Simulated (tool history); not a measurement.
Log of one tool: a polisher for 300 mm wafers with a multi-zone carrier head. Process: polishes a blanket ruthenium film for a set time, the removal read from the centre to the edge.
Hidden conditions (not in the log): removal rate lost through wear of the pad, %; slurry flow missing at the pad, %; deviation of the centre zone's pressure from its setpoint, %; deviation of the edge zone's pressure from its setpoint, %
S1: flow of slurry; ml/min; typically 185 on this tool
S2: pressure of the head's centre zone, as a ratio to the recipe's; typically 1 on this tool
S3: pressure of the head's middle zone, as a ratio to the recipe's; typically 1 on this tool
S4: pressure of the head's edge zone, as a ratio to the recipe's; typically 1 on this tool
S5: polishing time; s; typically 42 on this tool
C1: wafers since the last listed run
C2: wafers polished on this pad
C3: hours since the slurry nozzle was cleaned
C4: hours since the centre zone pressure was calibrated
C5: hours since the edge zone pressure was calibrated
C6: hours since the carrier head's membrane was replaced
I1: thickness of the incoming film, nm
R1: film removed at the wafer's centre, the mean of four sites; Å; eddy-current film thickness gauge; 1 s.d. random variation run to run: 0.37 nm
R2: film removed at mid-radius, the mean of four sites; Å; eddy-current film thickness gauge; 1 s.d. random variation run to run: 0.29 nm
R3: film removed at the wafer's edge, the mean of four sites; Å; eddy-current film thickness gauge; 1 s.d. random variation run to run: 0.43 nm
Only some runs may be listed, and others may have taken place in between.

| run | hour | S1 | S2 | S3 | S4 | S5 | C1 | C2 | C3 | C4 | C5 | C6 | I1 | R1 | R2 | R3 |
|---|---|---|---|---|---|---|---|---|---|---|---|---|---|---|---|---|
| 1 | 0 | 165 | 1 | 1 | 1 | 42 | 0 | 2264 | 400.5 | 251.4 | 622 | 755.2 | 372 | 248 | 279 | 284 |
|  | 64 | carrier head's membrane replaced by a new one |
| 2 | 117.7 | 165 | 1 | 1 | 1 | 42 | 1133 | 3397 | 518.2 | 369.1 | 739.7 | 53.7 | 366.6 | 245 | 281 | 293 |
|  | 135.4 | centre zone pressure recalibrated, repeated, since the last time left the tool worse |
| 3 | 142.4 | 185 | 1 | 1 | 1 | 42 | 228 | 3626 | 542.9 | 7 | 764.4 | 78.4 | 365.3 | 288 | 290 | 289 |
|  | 164.1 | worn pad replaced by a new one |
| 4 | 204.3 | 160 | 1 | 1 | 1 | 42 | 582 | 404 | 604.8 | 68.9 | 826.3 | 140.3 | 373.6 | 282 | 274 | 286 |
| 5 | 269.7 | 150 | 1.1 | 1 | 1.11 | 42 | 657 | 1061 | 670.2 | 134.3 | 891.7 | 205.7 | 375.8 | 289 | 274 | 288 |
| 6 | 348.7 | 185 | 0.9 | 1 | 1.05 | 42 | 794 | 1856 | 749.2 | 213.3 | 970.7 | 284.7 | 366.3 | 264 | 282 | 294 |
|  | 404.6 | slurry nozzle cleaned |
| 7 | 409.3 | 185 | 1 | 1 | 1 | 42 | 599 | 2455 | 4.7 | 273.9 | 1031.3 | 345.3 | 366.1 | 277 | 281 | 299 |
| 8 | 438.2 | 185 | 1.08 | 1 | 1 | 42 | 290 | 2746 | 33.6 | 302.8 | 1060.2 | 374.2 | 378.4 | 300 | 286 | 292 |
|  | 473.2 | edge zone pressure recalibrated |
| 9 | 474 | 205 | 1 | 1.09 | 1 | 33 | 339 | 3086 | 69.4 | 338.6 | 0.8 | 410 | 367.7 | 224 | 243 | 232 |
|  | 479.8 | worn pad replaced by a new one |
|  | 495.5 | centre zone pressure recalibrated |
| 10 | 536.6 | 185 | 1 | 1.11 | 1 | 42 | 569 | 550 | 132 | 41.1 | 63.4 | 472.6 | 364.5 | 289 | 310 | 291 |
| 11 | 605.4 | 185 | 1 | 1 | 1 | 42 | 692 | 1242 | 200.8 | 109.9 | 132.2 | 541.4 | 367.6 | 289 | 284 | 290 |
| 12 | 670.9 | 185 | 1 | 1 | 1 | 42 | 658 | 1901 | 266.3 | 175.4 | 197.7 | 606.9 | 365.2 | 280 | 288 | 287 |
|  | 680.4 | carrier head's membrane replaced by a new one |
| 13 | 703.7 | 185 | 0.95 | 1.11 | 0.88 | 31 | 279 | 2181 | 299.1 | 208.2 | 230.5 | 23.3 | 368.4 | 200 | 224 | 206 |
| 14 | 767.8 | 185 | 1.09 | 1.05 | 1 | 30 | 644 | 2826 | 363.2 | 272.3 | 294.6 | 87.4 | 363.8 | 220 | 208 | 213 |
|  | 805.1 | worn pad replaced by a new one |
| 15 | 837 | 215 | 1 | 1 | 1 | 27 | 655 | 320 | 432.4 | 341.5 | 363.8 | 156.6 | 376.4 | 184 | 183 | 191 |
|  | 890.3 | centre zone pressure recalibrated |
| 16 | 893 | 185 | 1 | 1 | 1.1 | 42 | 543 | 863 | 488.4 | 2.7 | 419.8 | 212.6 | 364.9 | 297 | 281 | 305 |
| 17 | 929.5 | 220 | 1.06 | 1 | 0.96 | 49 | 367 | 1230 | 524.9 | 39.2 | 456.3 | 249.1 | 361.3 | 365 | 340 | 337 |
| 18 | 970.1 | 160 | 1.12 | 1.1 | 1 | 29 | 408 | 1639 | 565.5 | 79.8 | 496.9 | 289.7 | 378.2 | 207 | 203 | 197 |
| 19 | 1020.8 | 215 | 1 | 1 | 1 | 27 | 509 | 2149 | 616.2 | 130.5 | 547.6 | 340.4 | 366.1 | 189 | 182 | 194 |
| 20 | 1074.5 | 185 | 1 | 0.92 | 0.95 | 47 | 540 | 2689 | 669.9 | 184.2 | 601.3 | 394.1 | 370.6 | 320 | 300 | 318 |
|  | 1091.2 | slurry nozzle cleaned |
| 21 | 1129.8 | 185 | 1 | 1 | 1 | 31 | 546 | 3235 | 38.6 | 239.5 | 656.6 | 449.4 | 370.7 | 211 | 210 | 216 |
| 22 | 1194.7 | 185 | 1 | 1 | 0.95 | 29 | 652 | 3888 | 103.5 | 304.4 | 721.5 | 514.3 | 372 | 198 | 196 | 204 |
|  | 1220.4 | worn pad replaced by a new one |
| 23 | 1220.9 | 185 | 1 | 1 | 1 | 36 | 223 | 5 | 129.7 | 330.6 | 747.7 | 540.5 | 362.1 | 246 | 245 | 246 |

Measured result minus the same run's result without the hidden state. Both carry the same run-to-run variation, though not necessarily the same gauge scatter:
| run | R1 |
|---|---|
| 1 | -34 |
| 2 | -38 |
| 3 | -1 |
| 4 | -4 |
| 5 | -5 |
| 6 | -8 |
| 7 | -11 |
| 8 | -12 |
| 9 | -11 |
| 10 | -2 |
| 11 | -5 |
| 12 | -8 |
| 13 | -6 |
| 14 | -9 |
| 15 | -9 |
| 16 | +0 |
| 17 | -1 |
| 18 | -1 |
| 19 | -3 |
| 20 | -7 |
| 21 | -6 |
| 22 | -8 |
| 23 | -10 |
R2: 0 in every run.
R3: 0 in every run.

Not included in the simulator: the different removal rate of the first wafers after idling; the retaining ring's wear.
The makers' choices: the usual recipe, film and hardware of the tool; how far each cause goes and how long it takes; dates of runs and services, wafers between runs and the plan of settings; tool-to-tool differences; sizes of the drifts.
